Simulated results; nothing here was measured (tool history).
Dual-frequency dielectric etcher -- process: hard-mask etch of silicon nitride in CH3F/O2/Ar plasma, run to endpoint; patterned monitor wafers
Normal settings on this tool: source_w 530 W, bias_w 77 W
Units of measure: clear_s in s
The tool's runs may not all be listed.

| run | hour | source_w | bias_w | wafers since the last listed run | hours since the last wet clean | hours since the last source power generator calibration | hours since the last bias power generator calibration | hours since the last upper electrode change | incoming incoming film thickness, nm | clear_s |
|---|---|---|---|---|---|---|---|---|---|---|
| 1 | 0 | 530 | 77 | 0 | 41 | 2352 | 4161.7 | 3398.9 | 54.5 | 67.9 |
| 2 | 33.3 | 470 | 72 | 222 | 74.3 | 2385.3 | 4195 | 3432.2 | 54.6 | 73.4 |
| 3 | 59.9 | 470 | 72 | 178 | 100.9 | 2411.9 | 4221.6 | 3458.8 | 55 | 74 |
| 4 | 76.7 | 530 | 77 | 112 | 117.7 | 2428.7 | 4238.4 | 3475.6 | 55 | 68.7 |
| 5 | 98.3 | 450 | 65 | 144 | 139.3 | 2450.3 | 4260 | 3497.2 | 54.6 | 77.3 |
| 6 | 126.8 | 450 | 65 | 190 | 167.8 | 2478.8 | 4288.5 | 3525.7 | 54.4 | 77.2 |
| 7 | 157 | 450 | 65 | 202 | 198 | 2509 | 4318.7 | 3555.9 | 54.7 | 77.7 |
| 8 | 173.9 | 610 | 77 | 113 | 214.9 | 2525.9 | 4335.6 | 3572.8 | 54.8 | 65 |
| 9 | 189.6 | 610 | 77 | 105 | 230.6 | 2541.6 | 4351.3 | 3588.5 | 54.5 | 64.5 |
| 10 | 204.1 | 610 | 77 | 97 | 245.1 | 2556.1 | 4365.8 | 3603 | 54.9 | 65.1 |
| 11 | 234 | 530 | 77 | 200 | 275 | 2586 | 4395.7 | 3632.9 | 54.4 | 69 |
| 12 | 268.8 | 530 | 77 | 232 | 309.8 | 2620.8 | 4430.5 | 3667.7 | 54.4 | 68.4 |
| 13 | 297.1 | 530 | 77 | 189 | 338.1 | 2649.1 | 4458.8 | 3696 | 54.7 | 68.9 |
|  | 325.4 | upper electrode replaced |
| 14 | 325.9 | 530 | 77 | 32 | 366.9 | 2677.9 | 4487.6 | 0.5 | 54.8 | 69.3 |
|  | 339.4 | bias power generator calibrated |
| 15 | 340 | 530 | 77 | 67 | 381 | 2692 | 0.6 | 14.6 | 54.9 | 69.2 |
| 16 | 357.5 | 530 | 77 | 117 | 398.5 | 2709.5 | 18.1 | 32.1 | 54.6 | 69.1 |
| 17 | 376.2 | 530 | 77 | 125 | 417.2 | 2728.2 | 36.8 | 50.8 | 54.4 | 69.3 |
| 18 | 410.3 | 530 | 77 | 228 | 451.3 | 2762.3 | 70.9 | 84.9 | 55 | 69.5 |
| 19 | 436.8 | 530 | 77 | 177 | 477.8 | 2788.8 | 97.4 | 111.4 | 54.8 | 69.8 |
| 20 | 468.3 | 530 | 77 | 210 | 509.3 | 2820.3 | 128.9 | 142.9 | 55.1 | 70 |
|  | 530.7 | source power generator calibrated |
| 21 | 540.9 | 650 | 63 | 459 | 581.9 | 10.2 | 201.5 | 215.5 | 54.3 | 66.9 |
| 22 | 571.8 | 530 | 77 | 206 | 612.8 | 41.1 | 232.4 | 246.4 | 54.7 | 69.9 |
|  | 614.3 | wet clean of the chamber |
| 23 | 614.8 | 410 | 83 | 127 | 0.5 | 84.1 | 275.4 | 289.4 | 54.5 | 74.4 |
| 24 | 645.9 | 470 | 58 | 208 | 31.6 | 115.2 | 306.5 | 320.5 | 54.2 | 77.5 |
| 25 | 670.7 | 450 | 90 | 165 | 56.4 | 140 | 331.3 | 345.3 | 54.4 | 70.2 |
| 26 | 696.8 | 630 | 85 | 174 | 82.5 | 166.1 | 357.4 | 371.4 | 54.5 | 61.6 |
| 27 | 724.8 | 440 | 84 | 187 | 110.5 | 194.1 | 385.4 | 399.4 | 54 | 71.8 |
| 28 | 760.3 | 650 | 84 | 237 | 146 | 229.6 | 420.9 | 434.9 | 54.7 | 61 |
| 29 | 787.7 | 440 | 91 | 183 | 173.4 | 257 | 448.3 | 462.3 | 54.6 | 70.6 |
| 30 | 811.8 | 650 | 94 | 161 | 197.5 | 281.1 | 472.4 | 486.4 | 54.1 | 58.9 |
| 31 | 847.3 | 530 | 77 | 237 | 233 | 316.6 | 507.9 | 521.9 | 54.5 | 68.4 |
| 32 | 861.4 | 570 | 77 | 94 | 247.1 | 330.7 | 522 | 536 | 54.6 | 66.6 |
| 33 | 964.3 | 530 | 77 | 688 | 350 | 433.6 | 624.9 | 638.9 | 54.9 | 69.3 |

Hidden condition of the tool, last listed run before each entry between runs versus first listed run after:
From run 13 to run 14: upper electrode replaced (hour 325.4)
  etch rate over this chamber's usual, %: -1.45 -> -1.56
  what was measured, less what the result would be without the hidden state, clear_s: +1 -> +1.1 s
From run 14 to run 15: bias power generator calibrated (hour 339.4)
  etch rate over this chamber's usual, %: -1.56 -> -1.61
  what was measured, less what the result would be without the hidden state, clear_s: +1.1 -> +1.1 s
From run 20 to run 21: source power generator calibrated (hour 530.7)
  etch rate over this chamber's usual, %: -2.09 -> -2.36
  what was measured, less what the result would be without the hidden state, clear_s: +1.5 -> +1.6 s
From run 22 to run 23: wet clean of the chamber (hour 614.3)
  etch rate over this chamber's usual, %: -2.47 -> -0.117
  what was measured, less what the result would be without the hidden state, clear_s: +1.8 -> +0.1 s

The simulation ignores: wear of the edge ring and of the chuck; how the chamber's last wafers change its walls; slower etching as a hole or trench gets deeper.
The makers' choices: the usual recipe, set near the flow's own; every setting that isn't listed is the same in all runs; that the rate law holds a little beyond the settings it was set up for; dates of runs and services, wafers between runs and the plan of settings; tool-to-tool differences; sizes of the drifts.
